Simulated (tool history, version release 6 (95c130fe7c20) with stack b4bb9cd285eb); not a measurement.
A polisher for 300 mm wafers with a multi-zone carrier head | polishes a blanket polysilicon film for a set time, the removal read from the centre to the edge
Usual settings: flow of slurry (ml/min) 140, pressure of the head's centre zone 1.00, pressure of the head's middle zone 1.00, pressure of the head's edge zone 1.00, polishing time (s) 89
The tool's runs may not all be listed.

run	hour	flow of slurry (ml/min)	pressure of the head's centre zone	pressure of the head's middle zone	pressure of the head's edge zone	polishing time (s)	wafers since the last listed run	wafers polished on this pad	hours since the slurry nozzle was cleaned	hours since the centre zone pressure was calibrated	hours since the edge zone pressure was calibrated	hours since the carrier head's membrane was replaced	incoming thickness of the incoming film, nm	film removed at the wafer's centre (nm)	film removed at mid-radius (nm)	film removed at the wafer's edge (nm)
1	0.0	140	0.89	1.00	1.00	89	0	1419	523.8	75.4	223.4	126.0	1910.7	312.3	344.6	344.0
2	31.8	110	1.00	1.00	1.00	89	294	1713	555.6	107.2	255.2	157.8	1889.9	327.7	333.3	334.7
# hour 55.6: worn pad replaced by a new one, of another model than before
3	62.0	140	1.00	1.00	1.00	89	242	59	585.8	137.4	285.4	188.0	1891.4	358.7	366.5	354.6
4	80.3	185	1.00	1.00	1.00	64	169	228	604.1	155.7	303.7	206.3	1866.6	268.5	267.8	262.5
5	114.5	140	1.00	1.00	1.00	89	316	544	638.3	189.9	337.9	240.5	1877.4	355.4	356.1	350.9
6	132.2	115	1.00	1.00	1.00	89	163	708	656.0	207.6	355.6	258.2	1887.2	344.3	341.3	348.6
7	157.1	170	1.00	1.00	1.10	78	230	939	680.9	232.5	380.5	283.1	1882.8	314.6	314.4	325.6
8	173.9	140	1.00	1.00	1.00	89	155	1094	697.7	249.3	397.3	299.9	1907.6	346.1	348.6	349.3
9	189.0	140	1.07	0.91	1.00	65	139	1234	712.8	264.4	412.4	315.0	1876.7	271.1	237.8	250.8
# hour 210.2: slurry nozzle cleaned
10	211.2	140	1.00	0.93	1.08	63	196	1430	1.0	286.6	434.6	337.2	1897.9	244.3	232.1	253.5
# hour 243.8: edge zone pressure recalibrated
# hour 246.5: worn pad replaced by a new one
11	247.0	140	1.06	0.97	1.09	89	287	4	36.8	322.4	3.2	373.0	1882.7	377.9	351.3	371.7
12	258.5	115	1.00	1.05	1.08	76	106	111	48.3	333.9	14.7	384.5	1908.3	299.4	312.9	301.8
13	274.2	90	1.05	1.00	0.89	80	145	256	64.0	349.6	30.4	400.2	1900.3	314.3	302.1	292.9
14	292.5	140	1.00	1.00	1.00	89	169	425	82.3	367.9	48.7	418.5	1918.8	352.7	353.0	349.4
15	307.5	100	1.00	0.90	1.00	89	138	564	97.3	382.9	63.7	433.5	1887.2	331.3	308.9	339.9
16	337.5	140	1.00	1.00	1.00	89	277	842	127.3	412.9	93.7	463.5	1850.3	348.6	348.2	354.6
17	369.0	140	1.07	0.91	1.00	65	291	1133	158.8	444.4	125.2	495.0	1870.0	268.8	235.6	247.5
18	392.9	165	0.92	1.00	1.05	114	221	1355	182.7	468.3	149.1	518.9	1862.1	412.5	453.1	448.9
19	420.5	140	1.12	1.00	1.00	89	255	1610	210.3	495.9	176.7	546.5	1861.4	382.0	346.3	342.2
20	445.9	140	1.00	1.00	1.00	89	235	1845	235.7	521.3	202.1	571.9	1848.5	345.2	348.3	335.3
# hour 459.0: worn pad replaced by a new one
21	460.2	140	1.00	1.00	1.00	89	95	11	250.0	535.6	216.4	586.2	1866.8	362.2	364.3	369.4

Forecast each of these 5 alternatives for the next run:
A	460.7	140	1.00	1.00	1.00	89	4	15	250.5	536.1	216.9	586.7	1862.7	?	?	?
B	460.7	140	1.03	1.00	1.00	62	4	15	250.5	536.1	216.9	586.7	1862.7	?	?	?
C	460.7	140	1.00	1.06	1.00	89	4	15	250.5	536.1	216.9	586.7	1862.7	?	?	?
D	460.7	140	1.00	1.07	1.06	63	4	15	250.5	536.1	216.9	586.7	1862.7	?	?	?
E	460.7	140	1.11	0.91	1.00	61	4	15	250.5	536.1	216.9	586.7	1862.7	?	?	?

run	film removed at the wafer's centre (nm)	film removed at mid-radius (nm)	film removed at the wafer's edge (nm)
A	363.5	364.7	357.3
B	260.8	254.0	248.9
C	363.6	383.2	357.0
D	257.4	273.4	260.0
E	276.3	230.8	245.2
Without the tool's hidden state the same runs would have given:
run	film removed at the wafer's centre (nm)	film removed at mid-radius (nm)	film removed at the wafer's edge (nm)
A	365.2	366.5	359.0
B	262.0	255.3	250.1
C	365.4	385.0	358.8
D	258.7	274.7	261.3
E	277.6	232.0	246.4
